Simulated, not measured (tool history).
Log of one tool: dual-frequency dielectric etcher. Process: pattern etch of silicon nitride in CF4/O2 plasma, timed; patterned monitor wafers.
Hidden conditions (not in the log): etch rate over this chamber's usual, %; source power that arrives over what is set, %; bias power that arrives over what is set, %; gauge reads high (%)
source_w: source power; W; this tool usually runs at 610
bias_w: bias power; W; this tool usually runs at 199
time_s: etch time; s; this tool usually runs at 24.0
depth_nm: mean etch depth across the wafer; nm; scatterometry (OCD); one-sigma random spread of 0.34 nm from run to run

| run | hour | source_w | bias_w | time_s | wafers since the last listed run | hours since the last wet clean | hours since the last source power generator calibration | hours since the last bias power generator calibration | hours since the last upper electrode change | hours since the gauge calibration | read-back reference wafer on the same gauge, depth_nm | depth_nm |
|---|---|---|---|---|---|---|---|---|---|---|---|---|
| 1 | 0.0 | 610 | 199 | 24.0 | 0 | 358.5 | 2599.1 | 1618.3 | 4643.3 | 515.3 | 61.4 | 58.1 |
| 2 | 6.2 | 610 | 199 | 24.0 | 87 | 364.7 | 2605.3 | 1624.5 | 4649.5 | 521.5 | 61.4 | 58.0 |
|  | 11.7 | bias power generator calibrated |
|  | 19.3 | gauge calibrated |
| 3 | 22.6 | 610 | 199 | 24.0 | 174 | 381.1 | 2621.7 | 10.9 | 4665.9 | 3.3 | 61.5 | 58.1 |
| 4 | 32.3 | 610 | 199 | 24.0 | 136 | 390.8 | 2631.4 | 20.6 | 4675.6 | 13.0 | 61.5 | 57.9 |
| 5 | 40.5 | 610 | 199 | 24.0 | 115 | 399.0 | 2639.6 | 28.8 | 4683.8 | 21.2 | 61.6 | 57.9 |
| 6 | 56.6 | 610 | 199 | 24.0 | 226 | 415.1 | 2655.7 | 44.9 | 4699.9 | 37.3 | 61.5 | 58.0 |
| 7 | 72.3 | 610 | 199 | 24.0 | 220 | 430.8 | 2671.4 | 60.6 | 4715.6 | 53.0 | 61.6 | 57.7 |
|  | 132.0 | upper electrode replaced |
| 8 | 132.5 | 610 | 199 | 24.0 | 509 | 491.0 | 2731.6 | 120.8 | 0.5 | 113.2 | 61.5 | 57.5 |
| 9 | 135.1 | 690 | 199 | 28.0 | 36 | 493.6 | 2734.2 | 123.4 | 3.1 | 115.8 | 61.7 | 71.9 |
| 10 | 143.8 | 610 | 199 | 24.0 | 122 | 502.3 | 2742.9 | 132.1 | 11.8 | 124.5 | 61.4 | 57.1 |
| 11 | 156.1 | 510 | 171 | 24.0 | 173 | 514.6 | 2755.2 | 144.4 | 24.1 | 136.8 | 61.4 | 46.9 |
| 12 | 172.5 | 610 | 199 | 24.0 | 230 | 531.0 | 2771.6 | 160.8 | 40.5 | 153.2 | 61.3 | 57.5 |
| 13 | 188.3 | 610 | 199 | 24.0 | 222 | 546.8 | 2787.4 | 176.6 | 56.3 | 169.0 | 61.5 | 56.7 |
| 14 | 204.9 | 680 | 155 | 17.5 | 233 | 563.4 | 2804.0 | 193.2 | 72.9 | 185.6 | 61.4 | 37.7 |
| 15 | 222.2 | 490 | 199 | 22.0 | 243 | 580.7 | 2821.3 | 210.5 | 90.2 | 202.9 | 61.7 | 45.8 |
|  | 253.6 | wet clean of the chamber |
|  | 255.7 | source power generator calibrated |
| 16 | 256.2 | 610 | 199 | 24.0 | 111 | 2.6 | 0.5 | 244.5 | 124.2 | 236.9 | 61.4 | 59.7 |
| 17 | 256.6 | 730 | 199 | 24.0 | 5 | 3.0 | 0.9 | 244.9 | 124.6 | 237.3 | 61.4 | 66.4 |
| 18 | 258.2 | 470 | 180 | 18.0 | 22 | 4.6 | 2.5 | 246.5 | 126.2 | 238.9 | 61.5 | 36.6 |
| 19 | 271.5 | 460 | 220 | 24.0 | 187 | 17.9 | 15.8 | 259.8 | 139.5 | 252.2 | 61.4 | 53.5 |
| 20 | 279.4 | 550 | 233 | 24.0 | 111 | 25.8 | 23.7 | 267.7 | 147.4 | 260.1 | 61.5 | 61.2 |
| 21 | 286.4 | 690 | 232 | 28.0 | 98 | 32.8 | 30.7 | 274.7 | 154.4 | 267.1 | 61.6 | 82.7 |
| 22 | 301.5 | 610 | 220 | 24.0 | 212 | 47.9 | 45.8 | 289.8 | 169.5 | 282.2 | 61.5 | 63.1 |
| 23 | 313.2 | 570 | 224 | 20.0 | 164 | 59.6 | 57.5 | 301.5 | 181.2 | 293.9 | 61.5 | 51.0 |
| 24 | 330.0 | 470 | 171 | 28.5 | 236 | 76.4 | 74.3 | 318.3 | 198.0 | 310.7 | 61.5 | 54.7 |
| 25 | 338.4 | 610 | 172 | 24.0 | 118 | 84.8 | 82.7 | 326.7 | 206.4 | 319.1 | 61.5 | 54.7 |
| 26 | 345.9 | 560 | 183 | 21.5 | 105 | 92.3 | 90.2 | 334.2 | 213.9 | 326.6 | 61.6 | 47.6 |
| 27 | 360.1 | 610 | 199 | 20.5 | 199 | 106.5 | 104.4 | 348.4 | 228.1 | 340.8 | 61.5 | 50.4 |
| 28 | 383.4 | 520 | 159 | 18.5 | 327 | 129.8 | 127.7 | 371.7 | 251.4 | 364.1 | 61.6 | 36.4 |
| 29 | 392.0 | 470 | 199 | 24.0 | 121 | 138.4 | 136.3 | 380.3 | 260.0 | 372.7 | 61.5 | 50.7 |
| 30 | 399.9 | 490 | 199 | 22.0 | 111 | 146.3 | 144.2 | 388.2 | 267.9 | 380.6 | 61.5 | 47.4 |

What will run 31 give?
| 31 | 415.1 | 730 | 171 | 29.0 | 213 | 161.5 | 159.4 | 403.4 | 283.1 | 395.8 | ? | ? |

read-back reference wafer on the same gauge, depth_nm: 61.5
depth_nm: 72.8 nm
Had the tool carried no hidden state, the very same run would have given depth_nm 74.0 nm.

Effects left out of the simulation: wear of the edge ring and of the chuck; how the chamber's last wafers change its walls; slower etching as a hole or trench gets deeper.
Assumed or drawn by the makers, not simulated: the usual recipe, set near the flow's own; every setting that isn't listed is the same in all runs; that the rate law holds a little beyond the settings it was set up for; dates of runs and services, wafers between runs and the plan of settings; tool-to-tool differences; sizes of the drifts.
